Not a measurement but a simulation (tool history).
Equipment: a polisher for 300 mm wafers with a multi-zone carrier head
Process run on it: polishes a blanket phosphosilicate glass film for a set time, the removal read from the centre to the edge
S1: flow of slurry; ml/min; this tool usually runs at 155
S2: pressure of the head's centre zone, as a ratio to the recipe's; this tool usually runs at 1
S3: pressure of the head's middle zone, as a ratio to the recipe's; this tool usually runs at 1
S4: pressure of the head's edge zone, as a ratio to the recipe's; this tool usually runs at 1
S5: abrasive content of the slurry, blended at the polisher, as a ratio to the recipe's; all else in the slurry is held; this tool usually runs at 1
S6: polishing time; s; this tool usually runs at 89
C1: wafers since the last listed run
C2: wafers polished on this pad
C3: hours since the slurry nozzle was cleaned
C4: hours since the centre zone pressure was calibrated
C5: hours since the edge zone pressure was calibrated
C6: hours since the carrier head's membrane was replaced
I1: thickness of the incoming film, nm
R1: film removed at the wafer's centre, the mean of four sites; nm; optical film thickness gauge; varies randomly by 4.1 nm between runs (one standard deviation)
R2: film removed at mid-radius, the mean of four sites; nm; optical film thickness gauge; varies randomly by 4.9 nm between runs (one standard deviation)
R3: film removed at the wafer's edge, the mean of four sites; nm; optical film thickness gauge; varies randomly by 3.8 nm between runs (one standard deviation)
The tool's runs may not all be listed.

| run | day | S1 | S2 | S3 | S4 | S5 | S6 | C1 | C2 | C3 | C4 | C5 | C6 | I1 | R1 | R2 | R3 |
|---|---|---|---|---|---|---|---|---|---|---|---|---|---|---|---|---|---|
| 1 | 0 | 155 | 1 | 1 | 1 | 1 | 106 | 0 | 859 | 6.1 | 441.3 | 6.4 | 1325.5 | 2854.5 | 619.6 | 601.6 | 607.9 |
| 2 | 2.579 | 155 | 1 | 1.06 | 1 | 1 | 89 | 384 | 1244 | 68 | 503.2 | 68.3 | 1387.4 | 2803.6 | 499.8 | 506.1 | 501.2 |
|  | 3.758 | carrier head's membrane replaced by a new one |
| 3 | 5.117 | 155 | 0.93 | 1 | 1.06 | 1.1 | 89 | 347 | 1591 | 128.9 | 564.1 | 129.2 | 32.6 | 2819.2 | 472.6 | 500.2 | 530.5 |
| 4 | 7.921 | 155 | 1 | 1 | 1 | 1 | 89 | 418 | 2009 | 196.2 | 631.4 | 196.5 | 99.9 | 2815.6 | 469.8 | 451.1 | 467.5 |
| 5 | 10.838 | 155 | 1 | 1.04 | 1 | 1 | 59 | 434 | 2444 | 266.2 | 701.4 | 266.5 | 169.9 | 2829.7 | 298.8 | 303.6 | 303.8 |
|  | 11.017 | centre zone pressure recalibrated |
| 6 | 13.104 | 155 | 1 | 1 | 1 | 1 | 89 | 325 | 2770 | 320.6 | 50.1 | 320.9 | 224.3 | 2838.7 | 440.1 | 430.3 | 447.9 |
| 7 | 14.158 | 120 | 1 | 1 | 1.09 | 1 | 89 | 157 | 2927 | 345.9 | 75.4 | 346.2 | 249.6 | 2836.4 | 391.1 | 387.2 | 434.4 |
| 8 | 15.217 | 200 | 1 | 1 | 1 | 1 | 89 | 157 | 3085 | 371.3 | 100.8 | 371.6 | 275 | 2817 | 467.5 | 452.9 | 460.1 |
|  | 16.9 | worn pad replaced by a new one |
| 9 | 17.942 | 155 | 1 | 1 | 1 | 1 | 89 | 381 | 155 | 436.7 | 166.2 | 437 | 340.4 | 2833.9 | 468.6 | 460.5 | 487.5 |
|  | 18.554 | slurry nozzle cleaned |
| 10 | 20.329 | 130 | 1 | 1 | 1 | 1 | 89 | 349 | 505 | 42.6 | 223.5 | 494.3 | 397.7 | 2808.7 | 495.7 | 496.5 | 507.6 |
| 11 | 22.7 | 155 | 1 | 1 | 0.97 | 0.75 | 75 | 353 | 858 | 99.5 | 280.4 | 551.2 | 454.6 | 2845.5 | 351.9 | 345.2 | 339.3 |
| 12 | 24.612 | 155 | 1 | 1.07 | 1 | 1 | 89 | 285 | 1143 | 145.4 | 326.3 | 597.1 | 500.5 | 2816.6 | 500.3 | 509.4 | 506.5 |
|  | 26.175 | edge zone pressure recalibrated |
| 13 | 26.833 | 155 | 1 | 1 | 0.91 | 1.2 | 89 | 318 | 1462 | 198.7 | 379.6 | 15.8 | 553.8 | 2861 | 553.5 | 541.6 | 528.2 |
| 14 | 29.829 | 105 | 1.04 | 1 | 1 | 1.15 | 60 | 446 | 1909 | 270.6 | 451.5 | 87.7 | 625.7 | 2811.7 | 314.2 | 304.6 | 324.2 |
| 15 | 33.6 | 155 | 1 | 1 | 1 | 1 | 89 | 562 | 2471 | 361.1 | 542 | 178.2 | 716.2 | 2831.1 | 463.8 | 455.5 | 473.1 |
| 16 | 34.854 | 200 | 1 | 1 | 1 | 1 | 102 | 186 | 2658 | 391.2 | 572.1 | 208.3 | 746.3 | 2846.4 | 565.9 | 551.4 | 550.9 |
|  | 35.738 | worn pad replaced by a new one |
| 17 | 37.442 | 155 | 0.89 | 0.89 | 1 | 1 | 89 | 360 | 254 | 453.3 | 634.2 | 270.4 | 808.4 | 2816.8 | 425.7 | 442.2 | 496.8 |
|  | 40 | slurry nozzle cleaned |
| 18 | 40.108 | 155 | 1 | 1 | 1 | 1 | 89 | 391 | 645 | 2.6 | 698.2 | 334.4 | 872.4 | 2812.7 | 523.4 | 516.9 | 525.5 |
| 19 | 42.446 | 155 | 1 | 1 | 1 | 1 | 89 | 348 | 994 | 58.7 | 754.3 | 390.5 | 928.5 | 2813.8 | 512.8 | 500.5 | 513.6 |
| 20 | 44.683 | 155 | 1 | 1 | 1 | 1 | 89 | 333 | 1327 | 112.4 | 808 | 444.2 | 982.2 | 2867.5 | 504.7 | 503.8 | 503.1 |

Run by run, hidden condition taken away, random variation retained:
What the log doesn't record here: removal rate lost through wear of the pad, %; slurry flow missing at the pad, %; deviation of the centre zone's pressure from its setpoint, %; deviation of the edge zone's pressure from its setpoint, %.
| run | R1 | R2 | R3 |
|---|---|---|---|
| 1 | 643.6 | 623.6 | 627.4 |
| 2 | 537.6 | 541.4 | 530.1 |
| 3 | 525.6 | 551.7 | 575 |
| 4 | 541 | 513.9 | 520.5 |
| 5 | 356.4 | 357.5 | 348.1 |
| 6 | 539.4 | 520 | 525.4 |
| 7 | 504.5 | 488.7 | 524.3 |
| 8 | 571.3 | 547.7 | 544.1 |
| 9 | 531.6 | 514.2 | 526.5 |
| 10 | 508.1 | 507.5 | 515.9 |
| 11 | 368.2 | 359.6 | 350.1 |
| 12 | 533.4 | 539.9 | 529.7 |
| 13 | 602.9 | 585.3 | 561.4 |
| 14 | 367.2 | 349.8 | 359.3 |
| 15 | 538.1 | 522.7 | 530.5 |
| 16 | 650 | 628.5 | 617.4 |
| 17 | 471.7 | 484.1 | 530.4 |
| 18 | 529.7 | 522.9 | 531.3 |
| 19 | 533.2 | 519 | 529.3 |
| 20 | 538.3 | 534.6 | 528.2 |

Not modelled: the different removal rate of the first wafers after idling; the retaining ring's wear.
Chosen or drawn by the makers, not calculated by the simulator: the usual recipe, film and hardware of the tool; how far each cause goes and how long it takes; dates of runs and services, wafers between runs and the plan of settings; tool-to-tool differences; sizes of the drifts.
